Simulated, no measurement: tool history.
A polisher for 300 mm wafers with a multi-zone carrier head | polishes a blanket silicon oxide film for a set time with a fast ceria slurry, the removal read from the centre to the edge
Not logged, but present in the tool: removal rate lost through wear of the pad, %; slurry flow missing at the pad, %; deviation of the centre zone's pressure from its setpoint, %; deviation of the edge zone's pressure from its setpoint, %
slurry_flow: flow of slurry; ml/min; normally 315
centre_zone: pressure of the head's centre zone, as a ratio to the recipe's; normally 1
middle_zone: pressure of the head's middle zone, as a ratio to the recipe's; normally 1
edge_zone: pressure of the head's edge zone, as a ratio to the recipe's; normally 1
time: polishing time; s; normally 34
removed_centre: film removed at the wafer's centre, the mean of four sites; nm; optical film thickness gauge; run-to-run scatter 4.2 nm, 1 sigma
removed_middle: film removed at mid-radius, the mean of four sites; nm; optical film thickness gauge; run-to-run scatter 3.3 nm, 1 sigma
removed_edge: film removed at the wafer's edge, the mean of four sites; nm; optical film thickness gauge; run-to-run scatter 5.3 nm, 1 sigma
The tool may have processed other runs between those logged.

run,hour,slurry_flow,centre_zone,middle_zone,edge_zone,time,wafers since the last listed run,wafers polished on this pad,hours since the slurry nozzle was cleaned,hours since the centre zone pressure was calibrated,hours since the edge zone pressure was calibrated,hours since the carrier head's membrane was replaced,"incoming thickness of the incoming film, nm",removed_centre,removed_middle,removed_edge
1,0,380,1,1,1,34,0,826,485.5,289,346.6,651.7,2684.3,346.6,369.5,363.2
# hour 49.3: edge zone pressure recalibrated
2,86.2,380,1,1,1,34,817,1643,571.7,375.2,36.9,737.9,2694.4,344.6,364.2,359.9
# hour 97.3: worn pad replaced by a new one
3,138.9,315,0.95,1,1,34,472,403,624.4,427.9,89.6,790.6,2680,318.3,362.4,360.1
4,166.5,315,1,1,1,34,267,671,652,455.5,117.2,818.2,2689,332.4,360.1,368.3
5,182.4,230,1,1,1,23,154,826,667.9,471.4,133.1,834.1,2677,213.4,236,236.3
6,210.7,270,0.95,1,1,26,274,1101,696.2,499.7,161.4,862.4,2719.2,235.5,270.6,268.4
7,231.4,270,0.96,1,1,34,200,1302,716.9,520.4,182.1,883.1,2719.6,317.7,350.9,351
8,255.6,210,1,1,1,34,234,1537,741.1,544.6,206.3,907.3,2695.5,303.2,339.9,341.1
# hour 269: worn pad replaced by a new one
9,269.5,360,1.05,1.06,1,43,96,4,755,558.5,220.2,921.2,2690.4,431.9,489.3,457.9
# hour 276.3: centre zone pressure recalibrated
10,284.5,380,1,1,1,34,126,130,770,8.2,235.2,936.2,2696,358.6,364.9,367.5
# hour 298: carrier head's membrane replaced by a new one
11,312.2,315,0.91,1,1,34,220,351,797.7,35.9,262.9,14.2,2699.8,323.6,361.3,363.2
12,341.9,315,0.91,1.06,1.06,40,288,639,827.4,65.6,292.6,43.9,2663.7,384.4,445.6,440.1
# hour 347.3: slurry nozzle cleaned
13,376.9,390,0.92,1,1,34,330,969,29.6,100.6,327.6,78.9,2665.3,323.3,367.6,370.7

The next listed run, before its measurement:
14,400.3,315,0.92,1.11,1.11,34,227,1196,53,124,351,102.3,2704.5,?,?,?

Run 14 measured removed_centre 320.4 nm, removed_middle 394.4 nm, removed_edge 371.6 nm.
The same run, on a tool lacking any hidden state, would have yielded removed_centre 326.3 nm, removed_middle 394.4 nm, removed_edge 371.6 nm.
